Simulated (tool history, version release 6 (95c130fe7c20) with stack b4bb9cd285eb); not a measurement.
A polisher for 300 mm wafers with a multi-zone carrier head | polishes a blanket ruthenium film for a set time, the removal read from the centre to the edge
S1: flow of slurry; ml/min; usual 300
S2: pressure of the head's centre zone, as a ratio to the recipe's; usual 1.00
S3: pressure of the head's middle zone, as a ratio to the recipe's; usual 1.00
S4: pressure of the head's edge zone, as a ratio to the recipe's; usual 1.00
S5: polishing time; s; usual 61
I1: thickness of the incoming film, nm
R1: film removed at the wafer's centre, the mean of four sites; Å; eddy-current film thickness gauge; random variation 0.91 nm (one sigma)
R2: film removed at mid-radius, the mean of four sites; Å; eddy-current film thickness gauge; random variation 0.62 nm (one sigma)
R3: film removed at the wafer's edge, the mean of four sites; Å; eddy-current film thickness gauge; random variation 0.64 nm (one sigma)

| run | day | S1 | S2 | S3 | S4 | S5 | I1 | R1 | R2 | R3 |
|---|---|---|---|---|---|---|---|---|---|---|
| 1 | 0.000 | 300 | 1.00 | 1.00 | 1.00 | 61 | 300.1 | 556 | 553 | 553 |
|  | 0.862 | slurry nozzle cleaned |
|  | 0.938 | centre zone pressure recalibrated |
| 2 | 1.275 | 300 | 1.00 | 1.00 | 1.00 | 61 | 301.1 | 559 | 558 | 521 |
|  | 2.221 | worn pad replaced by a new one |
| 3 | 2.358 | 300 | 1.00 | 1.00 | 1.00 | 61 | 298.3 | 609 | 618 | 593 |
| 4 | 4.492 | 300 | 1.00 | 1.00 | 1.00 | 50 | 301.4 | 493 | 491 | 481 |
| 5 | 7.246 | 300 | 1.00 | 1.00 | 1.00 | 61 | 297.5 | 607 | 585 | 566 |
| 6 | 10.150 | 300 | 1.00 | 1.09 | 1.00 | 61 | 300.5 | 584 | 597 | 549 |
| 7 | 11.779 | 300 | 1.00 | 1.09 | 1.00 | 61 | 304.0 | 574 | 592 | 538 |
|  | 13.358 | worn pad replaced by a new one, of another model than before |
| 8 | 14.350 | 300 | 1.00 | 1.00 | 1.00 | 61 | 299.2 | 605 | 592 | 570 |
|  | 15.054 | carrier head's membrane replaced by a new one |
|  | 16.450 | centre zone pressure recalibrated |
| 9 | 17.233 | 300 | 1.00 | 1.00 | 1.00 | 61 | 301.7 | 606 | 583 | 579 |
|  | 19.358 | slurry nozzle cleaned |
| 10 | 20.012 | 275 | 1.00 | 1.00 | 1.00 | 49 | 299.4 | 454 | 455 | 446 |
|  | 20.404 | edge zone pressure recalibrated |
| 11 | 21.438 | 300 | 1.00 | 1.00 | 1.00 | 61 | 295.0 | 567 | 566 | 545 |
| 12 | 22.542 | 215 | 1.07 | 1.00 | 0.90 | 61 | 301.9 | 587 | 537 | 524 |
|  | 23.300 | worn pad replaced by a new one |
| 13 | 23.650 | 380 | 0.89 | 1.00 | 1.00 | 61 | 300.0 | 560 | 621 | 592 |
| 14 | 26.442 | 300 | 1.00 | 1.00 | 1.00 | 61 | 300.2 | 606 | 593 | 570 |
| 15 | 29.238 | 300 | 0.93 | 1.11 | 1.00 | 61 | 295.0 | 552 | 612 | 567 |
| 16 | 31.567 | 375 | 1.11 | 1.00 | 1.00 | 68 | 296.3 | 724 | 643 | 620 |
|  | 31.742 | worn pad replaced by a new one |
|  | 32.179 | centre zone pressure recalibrated |
| 17 | 32.775 | 235 | 1.10 | 0.91 | 1.00 | 44 | 295.4 | 472 | 408 | 409 |
|  | 33.083 | slurry nozzle cleaned |
| 18 | 35.746 | 365 | 1.00 | 1.00 | 1.00 | 61 | 299.2 | 616 | 599 | 574 |
| 19 | 37.633 | 300 | 1.00 | 1.00 | 1.00 | 61 | 301.2 | 564 | 584 | 555 |
| 20 | 38.775 | 300 | 1.00 | 1.00 | 1.00 | 61 | 294.2 | 592 | 568 | 546 |
| 21 | 39.942 | 300 | 1.00 | 1.12 | 1.00 | 61 | 300.9 | 591 | 602 | 546 |
|  | 40.721 | carrier head's membrane replaced by a new one |
|  | 41.404 | worn pad replaced by a new one |
| 22 | 41.625 | 300 | 0.96 | 1.00 | 1.00 | 44 | 301.3 | 434 | 438 | 429 |
| 23 | 44.462 | 300 | 1.00 | 1.00 | 1.00 | 61 | 300.4 | 608 | 586 | 572 |

3 ways to go on from here, each from the tool as it stands after run 23. What would each give?
| A | 44.479 | 300 | 1.00 | 1.00 | 1.00 | 61 | 293.2 | ? | ? | ? |
| B | 44.479 | 300 | 1.00 | 1.00 | 1.05 | 61 | 293.2 | ? | ? | ? |
| C | 44.479 | 300 | 1.00 | 1.07 | 1.00 | 41 | 293.2 | ? | ? | ? |

| run | R1 | R2 | R3 |
|---|---|---|---|
| A | 615 | 598 | 583 |
| B | 615 | 598 | 594 |
| C | 414 | 417 | 391 |
Without the tool's hidden state the same runs would have given:
| run | R1 | R2 | R3 |
|---|---|---|---|
| A | 633 | 615 | 599 |
| B | 633 | 615 | 611 |
| C | 426 | 429 | 403 |

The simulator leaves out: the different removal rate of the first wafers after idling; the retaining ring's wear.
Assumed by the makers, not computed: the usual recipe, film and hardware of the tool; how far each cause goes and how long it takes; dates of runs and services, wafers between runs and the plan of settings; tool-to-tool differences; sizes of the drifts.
